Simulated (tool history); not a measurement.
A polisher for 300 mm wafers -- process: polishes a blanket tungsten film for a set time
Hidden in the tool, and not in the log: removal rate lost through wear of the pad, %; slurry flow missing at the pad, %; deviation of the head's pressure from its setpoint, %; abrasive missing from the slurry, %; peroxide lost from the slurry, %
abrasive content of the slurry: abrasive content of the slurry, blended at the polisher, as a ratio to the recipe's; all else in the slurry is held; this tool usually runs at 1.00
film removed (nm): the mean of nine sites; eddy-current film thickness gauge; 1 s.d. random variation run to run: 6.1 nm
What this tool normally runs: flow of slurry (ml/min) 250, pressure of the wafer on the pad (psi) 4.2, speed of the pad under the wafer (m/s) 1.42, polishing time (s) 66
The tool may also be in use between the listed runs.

run,hour,flow of slurry (ml/min),pressure of the wafer on the pad (psi),speed of the pad under the wafer (m/s),abrasive content of the slurry,polishing time (s),wafers since the last listed run,wafers polished on this pad,hours since the slurry nozzle was cleaned,hours since the head pressure was calibrated,hours since the slurry blender was calibrated,hours since the slurry got fresh peroxide,"incoming thickness of the incoming film, nm",film removed (nm)
1,0.0,250,4.2,1.42,1.00,66,0,900,286.3,941.3,60.2,44.6,1589.1,359.8
# hour 1.5: worn pad replaced by a new one
2,6.1,250,4.2,1.42,1.00,66,67,67,292.4,947.4,66.3,50.7,1584.4,395.5
3,20.4,250,4.2,1.42,1.00,66,208,275,306.7,961.7,80.6,65.0,1617.4,367.0
4,30.7,250,4.2,1.42,1.00,75,149,425,317.0,972.0,90.9,75.3,1618.3,414.4
5,42.9,250,4.2,1.42,1.00,75,177,603,329.2,984.2,103.1,87.5,1593.8,399.8
6,53.4,250,4.2,1.42,1.00,84,152,755,339.7,994.7,113.6,98.0,1571.3,429.5
# hour 66.8: slurry tank refilled with fresh slurry and peroxide
# hour 69.3: slurry nozzle cleaned
# hour 70.7: worn pad replaced by a new one
7,71.2,250,4.2,1.42,1.00,84,209,6,1.9,1012.5,131.4,4.4,1620.4,485.5
8,73.2,250,4.2,1.42,1.00,50,29,36,3.9,1014.5,133.4,6.4,1587.4,296.6
9,82.4,250,4.2,1.42,1.00,50,133,169,13.1,1023.7,142.6,15.6,1590.6,270.6
10,97.3,250,4.2,1.10,0.75,74,216,386,28.0,1038.6,157.5,30.5,1605.6,298.7
11,110.2,250,4.2,1.42,1.00,84,187,574,40.9,1051.5,170.4,43.4,1611.4,413.8
12,123.7,325,5.4,1.78,1.00,66,196,771,54.4,1065.0,183.9,56.9,1589.6,475.6
# hour 131.9: slurry blender recalibrated
# hour 133.1: worn pad replaced by a new one
13,133.6,330,3.8,1.42,1.15,45,96,6,64.3,1074.9,1.7,66.8,1573.1,282.9
# hour 137.0: head pressure recalibrated
14,162.4,185,5.5,1.42,0.75,46,390,396,93.1,25.4,30.5,95.6,1569.0,297.8
15,176.6,185,3.0,1.42,1.10,66,206,603,107.3,39.6,44.7,109.8,1589.5,282.7
# hour 180.3: slurry tank refilled with fresh slurry and peroxide
# hour 187.3: worn pad replaced by a new one
16,193.5,250,4.6,0.96,0.70,66,173,89,124.2,56.5,61.6,13.2,1597.1,299.4
17,205.3,330,4.2,1.42,1.25,66,171,261,136.0,68.3,73.4,25.0,1562.1,425.1
18,215.4,250,4.2,1.42,1.00,66,147,408,146.1,78.4,83.5,35.1,1591.0,376.1

Consider 5 possible next runs. They are alternatives, not a sequence: every one starts from the tool as it was left by run 18. What does each give?
A,215.8,250,4.2,1.42,1.00,66,5,414,146.5,78.8,83.9,35.5,1597.4,?
B,215.8,165,3.3,1.42,1.15,80,5,414,146.5,78.8,83.9,35.5,1597.4,?
C,215.8,335,4.2,1.42,1.00,66,5,414,146.5,78.8,83.9,35.5,1597.4,?
D,215.8,185,4.2,1.42,1.00,86,5,414,146.5,78.8,83.9,35.5,1597.4,?
E,215.8,250,4.2,1.86,1.00,59,5,414,146.5,78.8,83.9,35.5,1597.4,?

run,film removed (nm)
A,375.0
B,371.8
C,383.9
D,475.0
E,415.1
With no hidden state in the tool, these same runs would have given:
run,film removed (nm)
A,424.5
B,421.1
C,434.5
D,537.7
E,469.9
